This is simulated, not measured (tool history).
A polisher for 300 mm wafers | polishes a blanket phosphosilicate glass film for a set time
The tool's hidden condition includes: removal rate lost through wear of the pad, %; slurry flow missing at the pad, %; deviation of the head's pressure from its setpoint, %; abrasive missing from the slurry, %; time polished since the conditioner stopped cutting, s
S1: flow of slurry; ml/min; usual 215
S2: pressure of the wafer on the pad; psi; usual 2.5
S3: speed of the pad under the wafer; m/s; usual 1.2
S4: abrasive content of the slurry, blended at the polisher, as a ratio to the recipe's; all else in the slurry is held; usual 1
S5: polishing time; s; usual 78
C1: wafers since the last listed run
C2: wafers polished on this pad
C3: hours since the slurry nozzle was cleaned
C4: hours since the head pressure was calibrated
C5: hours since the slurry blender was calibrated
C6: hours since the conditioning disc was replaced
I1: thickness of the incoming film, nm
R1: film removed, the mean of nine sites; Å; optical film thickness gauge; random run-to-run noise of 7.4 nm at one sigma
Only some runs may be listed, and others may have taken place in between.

{"run": 1, "hour": 0.0, "S1": 215, "S2": 2.5, "S3": 1.2, "S4": 1, "S5": 99, "C1": 0, "C2": 5877, "C3": 286.3, "C4": 592, "C5": 623.4, "C6": 444.9, "I1": 2500.8, "R1": 6919}
{"hour": 4.5, "done": "slurry blender recalibrated"}
{"hour": 12.7, "done": "worn pad replaced by a new one"}
{"run": 2, "hour": 47.5, "S1": 195, "S2": 3, "S3": 1.2, "S4": 1, "S5": 69, "C1": 447, "C2": 375, "C3": 333.8, "C4": 639.5, "C5": 43, "C6": 492.4, "I1": 2535.1, "R1": 5547}
{"run": 3, "hour": 111.8, "S1": 215, "S2": 2.5, "S3": 1.2, "S4": 0.75, "S5": 78, "C1": 693, "C2": 1068, "C3": 398.1, "C4": 703.8, "C5": 107.3, "C6": 556.7, "I1": 2468.3, "R1": 4916}
{"run": 4, "hour": 136.2, "S1": 290, "S2": 3, "S3": 1.08, "S4": 1, "S5": 62, "C1": 263, "C2": 1331, "C3": 422.5, "C4": 728.2, "C5": 131.7, "C6": 581.1, "I1": 2502, "R1": 4879}
{"hour": 200.7, "done": "conditioning disc replaced and pad reconditioned"}
{"run": 5, "hour": 201.6, "S1": 250, "S2": 2, "S3": 1.2, "S4": 0.85, "S5": 78, "C1": 683, "C2": 2015, "C3": 487.9, "C4": 793.6, "C5": 197.1, "C6": 0.9, "I1": 2495.9, "R1": 4358}
{"run": 6, "hour": 250.8, "S1": 215, "S2": 2.5, "S3": 1.2, "S4": 1, "S5": 78, "C1": 530, "C2": 2546, "C3": 537.1, "C4": 842.8, "C5": 246.3, "C6": 50.1, "I1": 2551.3, "R1": 5436}
{"run": 7, "hour": 314.9, "S1": 240, "S2": 3, "S3": 1.44, "S4": 1, "S5": 99, "C1": 691, "C2": 3238, "C3": 601.2, "C4": 906.9, "C5": 310.4, "C6": 114.2, "I1": 2502.3, "R1": 9337}
{"hour": 328.4, "done": "slurry nozzle cleaned"}
{"run": 8, "hour": 375.2, "S1": 215, "S2": 2, "S3": 0.88, "S4": 1.15, "S5": 96, "C1": 639, "C2": 3877, "C3": 46.8, "C4": 967.2, "C5": 370.7, "C6": 174.5, "I1": 2543, "R1": 4896}
{"run": 9, "hour": 434.2, "S1": 215, "S2": 2.5, "S3": 1.2, "S4": 0.8, "S5": 78, "C1": 636, "C2": 4514, "C3": 105.8, "C4": 1026.2, "C5": 429.7, "C6": 233.5, "I1": 2566, "R1": 4992}
{"hour": 453.2, "done": "head pressure recalibrated"}
{"run": 10, "hour": 473.6, "S1": 215, "S2": 2.5, "S3": 1.2, "S4": 1, "S5": 78, "C1": 403, "C2": 4917, "C3": 145.2, "C4": 20.4, "C5": 469.1, "C6": 272.9, "I1": 2523.7, "R1": 5401}
{"run": 11, "hour": 510.8, "S1": 240, "S2": 2.5, "S3": 1.52, "S4": 1, "S5": 78, "C1": 401, "C2": 5319, "C3": 182.4, "C4": 57.6, "C5": 506.3, "C6": 310.1, "I1": 2521.6, "R1": 6343}
{"hour": 565.6, "done": "worn pad replaced by a new one"}
{"hour": 606.9, "done": "slurry blender recalibrated"}
{"run": 12, "hour": 619.5, "S1": 160, "S2": 3, "S3": 1.2, "S4": 0.9, "S5": 65, "C1": 1107, "C2": 560, "C3": 291.1, "C4": 166.3, "C5": 12.6, "C6": 418.8, "I1": 2531.7, "R1": 4982}
{"run": 13, "hour": 658.0, "S1": 215, "S2": 2.1, "S3": 0.94, "S4": 1, "S5": 92, "C1": 415, "C2": 975, "C3": 329.6, "C4": 204.8, "C5": 51.1, "C6": 457.3, "I1": 2550.8, "R1": 4802}
{"run": 14, "hour": 724.2, "S1": 215, "S2": 2.5, "S3": 1.2, "S4": 1, "S5": 78, "C1": 714, "C2": 1689, "C3": 395.8, "C4": 271, "C5": 117.3, "C6": 523.5, "I1": 2552.1, "R1": 5493}
{"run": 15, "hour": 780.3, "S1": 215, "S2": 2.9, "S3": 1.44, "S4": 1.2, "S5": 55, "C1": 605, "C2": 2294, "C3": 451.9, "C4": 327.1, "C5": 173.4, "C6": 579.6, "I1": 2567.1, "R1": 5136}
{"run": 16, "hour": 845.7, "S1": 215, "S2": 2.5, "S3": 1.2, "S4": 1, "S5": 78, "C1": 705, "C2": 3000, "C3": 517.3, "C4": 392.5, "C5": 238.8, "C6": 645, "I1": 2500.2, "R1": 5484}
{"hour": 856.2, "done": "conditioning disc replaced and pad reconditioned"}
{"run": 17, "hour": 872.0, "S1": 215, "S2": 2.5, "S3": 1.2, "S4": 1, "S5": 78, "C1": 262, "C2": 3262, "C3": 543.6, "C4": 418.8, "C5": 265.1, "C6": 15.8, "I1": 2554.8, "R1": 5363}
{"hour": 898.2, "done": "slurry nozzle cleaned"}
{"run": 18, "hour": 921.2, "S1": 215, "S2": 2.5, "S3": 1.2, "S4": 0.9, "S5": 78, "C1": 519, "C2": 3782, "C3": 23, "C4": 468, "C5": 314.3, "C6": 65, "I1": 2529, "R1": 5304}
{"run": 19, "hour": 969.4, "S1": 245, "S2": 2.5, "S3": 1.2, "S4": 1, "S5": 51, "C1": 519, "C2": 4302, "C3": 71.2, "C4": 516.2, "C5": 362.5, "C6": 113.2, "I1": 2556.9, "R1": 3704}
{"run": 20, "hour": 996.1, "S1": 215, "S2": 2.5, "S3": 1, "S4": 1, "S5": 87, "C1": 288, "C2": 4590, "C3": 97.9, "C4": 542.9, "C5": 389.2, "C6": 139.9, "I1": 2518.3, "R1": 5505}
{"run": 21, "hour": 1036.2, "S1": 215, "S2": 3.2, "S3": 1.2, "S4": 1, "S5": 78, "C1": 432, "C2": 5023, "C3": 138, "C4": 583, "C5": 429.3, "C6": 180, "I1": 2528.3, "R1": 6538}
{"run": 22, "hour": 1065.6, "S1": 215, "S2": 3, "S3": 1.2, "S4": 0.8, "S5": 78, "C1": 317, "C2": 5340, "C3": 167.4, "C4": 612.4, "C5": 458.7, "C6": 209.4, "I1": 2526.8, "R1": 5898}
{"hour": 1070.9, "done": "worn pad replaced by a new one"}
{"run": 23, "hour": 1130.0, "S1": 265, "S2": 2.5, "S3": 1.2, "S4": 1, "S5": 78, "C1": 651, "C2": 637, "C3": 231.8, "C4": 676.8, "C5": 523.1, "C6": 273.8, "I1": 2549.9, "R1": 5438}
{"hour": 1149.2, "done": "slurry blender recalibrated"}
{"run": 24, "hour": 1195.9, "S1": 275, "S2": 2.5, "S3": 1.04, "S4": 1, "S5": 78, "C1": 689, "C2": 1327, "C3": 297.7, "C4": 742.7, "C5": 46.7, "C6": 339.7, "I1": 2522.6, "R1": 5143}
{"run": 25, "hour": 1266.1, "S1": 215, "S2": 2.5, "S3": 1.2, "S4": 1, "S5": 78, "C1": 757, "C2": 2084, "C3": 367.9, "C4": 812.9, "C5": 116.9, "C6": 409.9, "I1": 2545.9, "R1": 5536}
{"run": 26, "hour": 1320.0, "S1": 215, "S2": 2.5, "S3": 1.2, "S4": 1, "S5": 78, "C1": 581, "C2": 2665, "C3": 421.8, "C4": 866.8, "C5": 170.8, "C6": 463.8, "I1": 2486.2, "R1": 5546}

Below are 3 alternative next runs, each starting from the tool's condition after run 26. Predict each:
{"run": "A", "hour": 1320.4, "S1": 215, "S2": 2.5, "S3": 1.2, "S4": 1, "S5": 78, "C1": 4, "C2": 2670, "C3": 422.2, "C4": 867.2, "C5": 171.2, "C6": 464.2, "I1": 2545, "R1": "?"}
{"run": "B", "hour": 1320.4, "S1": 215, "S2": 2.5, "S3": 1.42, "S4": 1, "S5": 78, "C1": 4, "C2": 2670, "C3": 422.2, "C4": 867.2, "C5": 171.2, "C6": 464.2, "I1": 2545, "R1": "?"}
{"run": "C", "hour": 1320.4, "S1": 215, "S2": 2.5, "S3": 0.86, "S4": 1.1, "S5": 78, "C1": 4, "C2": 2670, "C3": 422.2, "C4": 867.2, "C5": 171.2, "C6": 464.2, "I1": 2545, "R1": "?"}

run=A R1=5388
run=B R1=5994
run=C R1=4549
With the hidden condition removed and each run's random variation left untouched, the same runs would have given:
run=A R1=5388
run=B R1=5994
run=C R1=4549
